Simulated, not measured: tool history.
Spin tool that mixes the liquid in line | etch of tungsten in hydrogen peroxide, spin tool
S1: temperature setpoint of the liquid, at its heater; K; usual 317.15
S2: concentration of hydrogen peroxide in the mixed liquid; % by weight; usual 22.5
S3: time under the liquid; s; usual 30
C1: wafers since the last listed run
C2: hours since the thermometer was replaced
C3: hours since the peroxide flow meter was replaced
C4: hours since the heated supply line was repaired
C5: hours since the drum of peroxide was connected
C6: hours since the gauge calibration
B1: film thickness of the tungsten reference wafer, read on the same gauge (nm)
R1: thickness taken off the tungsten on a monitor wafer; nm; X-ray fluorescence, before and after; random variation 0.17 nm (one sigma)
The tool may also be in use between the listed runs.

run 1 hour=0 | S1=317.15 S2=22.5 S3=20 | C1=0 C2=2449.4 C3=1022 C4=1340.1 C5=1045.5 C6=35.1 | B1=60.01 | R1=30.33
run 2 hour=17.8 | S1=317.15 S2=22.5 S3=20 | C1=376 C2=2467.2 C3=1039.8 C4=1357.9 C5=1063.3 C6=52.9 | B1=60.01 | R1=30.18
run 3 hour=27.5 | S1=323.65 S2=22.5 S3=45 | C1=204 C2=2476.9 C3=1049.5 C4=1367.6 C5=1073 C6=62.6 | B1=59.96 | R1=102.42
run 4 hour=38.1 | S1=323.65 S2=22.5 S3=45 | C1=223 C2=2487.5 C3=1060.1 C4=1378.2 C5=1083.6 C6=73.2 | B1=59.98 | R1=102.37
run 5 hour=52.9 | S1=317.15 S2=22.5 S3=45 | C1=312 C2=2502.3 C3=1074.9 C4=1393 C5=1098.4 C6=88 | B1=59.98 | R1=67.67
run 6 hour=66.9 | S1=317.15 S2=22.5 S3=45 | C1=295 C2=2516.3 C3=1088.9 C4=1407 C5=1112.4 C6=102 | B1=60.02 | R1=67.25
run 7 hour=77.8 | S1=317.15 S2=22.5 S3=30 | C1=230 C2=2527.2 C3=1099.8 C4=1417.9 C5=1123.3 C6=112.9 | B1=60.02 | R1=44.72
run 8 hour=91.1 | S1=317.15 S2=22.5 S3=30 | C1=280 C2=2540.5 C3=1113.1 C4=1431.2 C5=1136.6 C6=126.2 | B1=59.99 | R1=44.69
-- hour=96.3 new drum of peroxide connected
-- hour=105.8 peroxide flow meter replaced
run 9 hour=108.6 | S1=321.15 S2=20 S3=25 | C1=327 C2=2558 C3=2.8 C4=1448.7 C5=12.3 C6=143.7 | B1=60.03 | R1=45.42
-- hour=116.9 thermometer replaced
-- hour=120.7 gauge calibrated
run 10 hour=121.4 | S1=323.65 S2=22.5 S3=45 | C1=249 C2=4.5 C3=15.6 C4=1461.5 C5=25.1 C6=0.7 | B1=60 | R1=116.65
run 11 hour=136.4 | S1=320.65 S2=19.5 S3=50 | C1=316 C2=19.5 C3=30.6 C4=1476.5 C5=40.1 C6=15.7 | B1=60.01 | R1=100.18
run 12 hour=147.1 | S1=322.15 S2=26.5 S3=45 | C1=226 C2=30.2 C3=41.3 C4=1487.2 C5=50.8 C6=26.4 | B1=60.02 | R1=114.93
-- hour=153.4 heated supply line repaired
run 13 hour=159.2 | S1=319.65 S2=18 S3=40 | C1=234 C2=42.3 C3=53.4 C4=5.8 C5=62.9 C6=38.5 | B1=60.03 | R1=82.26
run 14 hour=171.1 | S1=323.65 S2=22.5 S3=45 | C1=251 C2=54.2 C3=65.3 C4=17.7 C5=74.8 C6=50.4 | B1=60.01 | R1=132.18
run 15 hour=203.4 | S1=317.15 S2=25.5 S3=20 | C1=682 C2=86.5 C3=97.6 C4=50 C5=107.1 C6=82.7 | B1=59.96 | R1=41.36
run 16 hour=220.8 | S1=311.65 S2=16 S3=20 | C1=367 C2=103.9 C3=115 C4=67.4 C5=124.5 C6=100.1 | B1=60.01 | R1=22.93
run 17 hour=228.9 | S1=323.15 S2=27 S3=30 | C1=171 C2=112 C3=123.1 C4=75.5 C5=132.6 C6=108.2 | B1=59.99 | R1=92.78

Forecast each of these 4 alternatives for the next run:
run A hour=229.3 | S1=317.15 S2=16 S3=30 | C1=8 C2=112.4 C3=123.5 C4=75.9 C5=133 C6=108.6 | B1=? | R1=?
run B hour=229.3 | S1=324.15 S2=28 S3=30 | C1=8 C2=112.4 C3=123.5 C4=75.9 C5=133 C6=108.6 | B1=? | R1=?
run C hour=229.3 | S1=317.15 S2=29 S3=30 | C1=8 C2=112.4 C3=123.5 C4=75.9 C5=133 C6=108.6 | B1=? | R1=?
run D hour=229.3 | S1=320.65 S2=22.5 S3=30 | C1=8 C2=112.4 C3=123.5 C4=75.9 C5=133 C6=108.6 | B1=? | R1=?

run=A B1=60.05 R1=49.06
run=B B1=60.05 R1=100.32
run=C B1=60.05 R1=66.05
run=D B1=60.05 R1=72.5
Without the tool's hidden state the same runs would have given:
run=A R1=50.22
run=B R1=102.61
run=C R1=67.62
run=D R1=74.19
